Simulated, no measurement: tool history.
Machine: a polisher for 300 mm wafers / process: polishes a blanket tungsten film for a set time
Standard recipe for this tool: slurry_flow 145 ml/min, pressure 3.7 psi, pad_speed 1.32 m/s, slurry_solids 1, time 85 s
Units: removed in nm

| run | hour | slurry_flow | pressure | pad_speed | slurry_solids | time | wafers since the last listed run | wafers polished on this pad | hours since the slurry nozzle was cleaned | hours since the head pressure was calibrated | hours since the slurry blender was calibrated | hours since the slurry got fresh peroxide | incoming thickness of the incoming film, nm | removed |
|---|---|---|---|---|---|---|---|---|---|---|---|---|---|---|
| 1 | 0 | 145 | 3.7 | 1.32 | 1 | 85 | 0 | 194 | 491.5 | 160.6 | 79.7 | 118.5 | 1483.4 | 564.9 |
| 2 | 11.8 | 145 | 3.7 | 1.32 | 1 | 85 | 143 | 338 | 503.3 | 172.4 | 91.5 | 130.3 | 1466.2 | 546.5 |
| 3 | 20.8 | 145 | 3.7 | 1.32 | 1 | 85 | 109 | 448 | 512.3 | 181.4 | 100.5 | 139.3 | 1480.2 | 540.2 |
|  | 23.3 | slurry tank refilled with fresh slurry and peroxide |
| 4 | 34.9 | 145 | 3.7 | 1.32 | 1 | 85 | 159 | 608 | 526.4 | 195.5 | 114.6 | 11.6 | 1465.5 | 527.7 |
| 5 | 45.2 | 145 | 3.7 | 1.32 | 1 | 85 | 125 | 733 | 536.7 | 205.8 | 124.9 | 21.9 | 1480.3 | 524.1 |
| 6 | 63.1 | 145 | 3.7 | 1.32 | 1 | 85 | 218 | 952 | 554.6 | 223.7 | 142.8 | 39.8 | 1508.8 | 492.8 |
|  | 67.9 | worn pad replaced by a new one |
| 7 | 80.7 | 145 | 3.7 | 1.32 | 1 | 85 | 165 | 156 | 572.2 | 241.3 | 160.4 | 57.4 | 1506.8 | 568.1 |
| 8 | 97.4 | 145 | 4.7 | 1.32 | 1 | 85 | 203 | 360 | 588.9 | 258 | 177.1 | 74.1 | 1479.9 | 672.6 |
| 9 | 105.5 | 145 | 4.7 | 1.32 | 1 | 85 | 98 | 459 | 597 | 266.1 | 185.2 | 82.2 | 1480.7 | 657.8 |
| 10 | 120.3 | 145 | 4.7 | 1.32 | 1 | 85 | 180 | 639 | 611.8 | 280.9 | 200 | 97 | 1475.6 | 644.2 |
|  | 124.8 | slurry nozzle cleaned |
|  | 130.2 | slurry tank refilled with fresh slurry and peroxide |
| 11 | 135.1 | 145 | 3.7 | 1.32 | 1 | 85 | 156 | 795 | 10.3 | 295.7 | 214.8 | 4.9 | 1466.3 | 513.7 |
|  | 143.3 | slurry blender recalibrated |
| 12 | 146.7 | 145 | 4.7 | 1 | 1.2 | 95 | 117 | 913 | 21.9 | 307.3 | 3.4 | 16.5 | 1487.8 | 554.6 |
|  | 154.5 | worn pad replaced by a new one |
|  | 157.3 | head pressure recalibrated |
| 13 | 191.2 | 145 | 4.3 | 1.76 | 1 | 85 | 469 | 423 | 66.4 | 33.9 | 47.9 | 61 | 1469 | 763.3 |
| 14 | 205.6 | 145 | 4.9 | 1.66 | 0.85 | 77 | 175 | 598 | 80.8 | 48.3 | 62.3 | 75.4 | 1480.6 | 715.6 |
| 15 | 214.6 | 145 | 4.9 | 1.66 | 0.85 | 77 | 109 | 708 | 89.8 | 57.3 | 71.3 | 84.4 | 1484 | 711.6 |
| 16 | 221.4 | 145 | 3.7 | 0.96 | 1 | 70 | 82 | 791 | 96.6 | 64.1 | 78.1 | 91.2 | 1482.7 | 328 |
| 17 | 233.6 | 145 | 3.7 | 1.78 | 1 | 85 | 148 | 940 | 108.8 | 76.3 | 90.3 | 103.4 | 1477.9 | 645.5 |
|  | 237.8 | worn pad replaced by a new one |
| 18 | 249.4 | 145 | 3.7 | 0.9 | 1 | 85 | 143 | 141 | 124.6 | 92.1 | 106.1 | 119.2 | 1482.8 | 411.4 |
|  | 258.7 | slurry tank refilled with fresh slurry and peroxide |
| 19 | 259.2 | 145 | 3.7 | 1.32 | 0.9 | 85 | 107 | 249 | 134.4 | 101.9 | 115.9 | 0.5 | 1461.9 | 529.5 |
| 20 | 270.1 | 145 | 3.7 | 1.32 | 1 | 85 | 133 | 382 | 145.3 | 112.8 | 126.8 | 11.4 | 1510.1 | 546.8 |
| 21 | 280.3 | 145 | 3.7 | 1.32 | 1 | 85 | 124 | 506 | 155.5 | 123 | 137 | 21.6 | 1471.2 | 537.2 |
| 22 | 294.3 | 145 | 3.7 | 1.32 | 1 | 85 | 170 | 677 | 169.5 | 137 | 151 | 35.6 | 1486.7 | 518.8 |
| 23 | 301.1 | 145 | 3.7 | 1.06 | 1 | 113 | 82 | 760 | 176.3 | 143.8 | 157.8 | 42.4 | 1464.6 | 565.3 |

What differs in the tool's unlogged condition from the final listed run ahead of each entry between runs to the first listed run following it?
After run 3, before run 4: slurry tank refilled with fresh slurry and peroxide (hour 23.3)
  removal rate lost through wear of the pad, %: 3.41 -> 5.62
  the result without the hidden state subtracted from the measured one, removed: -19.1 -> -31.4 nm
After run 6, before run 7: worn pad replaced by a new one (hour 67.9)
  removal rate lost through wear of the pad, %: 12.2 -> 1.46
  the result without the hidden state subtracted from the measured one, removed: -68.3 -> -8.5 nm
After run 10, before run 11: slurry nozzle cleaned (hour 124.8); slurry tank refilled with fresh slurry and peroxide (hour 130.2)
  removal rate lost through wear of the pad, %: 6.08 -> 9.25
  the result without the hidden state subtracted from the measured one, removed: -41.7 -> -52.3 nm
After run 11, before run 12: slurry blender recalibrated (hour 143.3)
  removal rate lost through wear of the pad, %: 9.25 -> 12.3
  the result without the hidden state subtracted from the measured one, removed: -52.3 -> -77.7 nm
After run 12, before run 13: worn pad replaced by a new one (hour 154.5); head pressure recalibrated (hour 157.3)
  removal rate lost through wear of the pad, %: 12.3 -> 3.1
  the result without the hidden state subtracted from the measured one, removed: -77.7 -> -24.4 nm
After run 17, before run 18: worn pad replaced by a new one (hour 237.8)
  removal rate lost through wear of the pad, %: 11.9 -> 3.1
  the result without the hidden state subtracted from the measured one, removed: -87 -> -13.2 nm
After run 18, before run 19: slurry tank refilled with fresh slurry and peroxide (hour 258.7)
  removal rate lost through wear of the pad, %: 3.1 -> 3.68
  the result without the hidden state subtracted from the measured one, removed: -13.2 -> -20.3 nm
